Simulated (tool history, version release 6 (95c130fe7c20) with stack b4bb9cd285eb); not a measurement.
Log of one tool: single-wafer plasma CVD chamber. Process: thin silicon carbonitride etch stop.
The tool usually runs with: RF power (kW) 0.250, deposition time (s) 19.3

| run | hour | RF power (kW) | deposition time (s) | wafers since the last listed run | hours since the last thermocouple change | hours since the last RF generator calibration | hours since the showerhead was replaced | hours since the gauge calibration | read-back reference wafer on the same gauge, thickness_nm | mean film thickness on the monitor wafer (angstrom) |
|---|---|---|---|---|---|---|---|---|---|---|
| 1 | 0.0 | 0.250 | 19.3 | 0 | 724.5 | 958.0 | 7440.3 | 163.7 | 9.107 | 105.41 |
| 2 | 14.0 | 0.250 | 19.3 | 464 | 738.5 | 972.0 | 7454.3 | 177.7 | 9.101 | 105.32 |
| 3 | 22.9 | 0.250 | 19.3 | 295 | 747.4 | 980.9 | 7463.2 | 186.6 | 9.103 | 105.14 |
| 4 | 32.0 | 0.250 | 19.3 | 301 | 756.5 | 990.0 | 7472.3 | 195.7 | 9.096 | 105.46 |
| 5 | 41.2 | 0.250 | 19.3 | 305 | 765.7 | 999.2 | 7481.5 | 204.9 | 9.097 | 104.96 |
| 6 | 51.3 | 0.250 | 22.1 | 335 | 775.8 | 1009.3 | 7491.6 | 215.0 | 9.097 | 120.31 |
| 7 | 61.1 | 0.250 | 16.7 | 325 | 785.6 | 1019.1 | 7501.4 | 224.8 | 9.103 | 90.78 |
| 8 | 71.2 | 0.250 | 19.3 | 335 | 795.7 | 1029.2 | 7511.5 | 234.9 | 9.101 | 105.39 |
|  | 84.5 | gauge calibrated |
|  | 88.9 | showerhead replaced, of another model than before |
| 9 | 89.4 | 0.250 | 19.3 | 338 | 813.9 | 1047.4 | 0.5 | 4.9 | 9.100 | 103.32 |
| 10 | 93.1 | 0.250 | 21.1 | 122 | 817.6 | 1051.1 | 4.2 | 8.6 | 9.105 | 112.63 |
| 11 | 110.5 | 0.250 | 19.3 | 577 | 835.0 | 1068.5 | 21.6 | 26.0 | 9.095 | 103.12 |
|  | 120.8 | thermocouple changed; heater temperature recalibrated |
| 12 | 150.0 | 0.225 | 16.5 | 1044 | 29.2 | 1108.0 | 61.1 | 65.5 | 9.092 | 83.87 |
| 13 | 161.2 | 0.230 | 22.6 | 371 | 40.4 | 1119.2 | 72.3 | 76.7 | 9.101 | 115.73 |
|  | 178.7 | RF generator calibrated |
| 14 | 179.2 | 0.270 | 19.3 | 331 | 58.4 | 0.5 | 90.3 | 94.7 | 9.094 | 111.20 |
| 15 | 193.9 | 0.250 | 19.3 | 487 | 73.1 | 15.2 | 105.0 | 109.4 | 9.096 | 107.67 |
| 16 | 208.2 | 0.295 | 23.1 | 474 | 87.4 | 29.5 | 119.3 | 123.7 | 9.098 | 137.65 |
| 17 | 224.5 | 0.210 | 22.5 | 540 | 103.7 | 45.8 | 135.6 | 140.0 | 9.100 | 114.83 |
| 18 | 236.2 | 0.215 | 22.6 | 388 | 115.4 | 57.5 | 147.3 | 151.7 | 9.098 | 116.36 |
| 19 | 250.5 | 0.250 | 19.3 | 474 | 129.7 | 71.8 | 161.6 | 166.0 | 9.102 | 106.99 |

Entry by entry between the runs, the difference in hidden state between the last listed run before and the first listed run after:
Logged between run 8 and run 9: gauge calibrated (hour 84.5); showerhead replaced, of another model than before (hour 88.9)
  delivered RF power above the setpoint (%): -8.89 -> -9.04
  measured minus no-state result, mean film thickness on the monitor wafer (angstrom): -2.68 -> -4.67
Logged between run 11 and run 12: thermocouple changed; heater temperature recalibrated (hour 120.8)
  delivered RF power above the setpoint (%): -9.21 -> -9.53
  measured minus no-state result, mean film thickness on the monitor wafer (angstrom): -4.76 -> -4.01
Logged between run 13 and run 14: RF generator calibrated (hour 178.7)
  delivered RF power above the setpoint (%): -9.62 -> -0.933
  measured minus no-state result, mean film thickness on the monitor wafer (angstrom): -5.60 -> -0.47
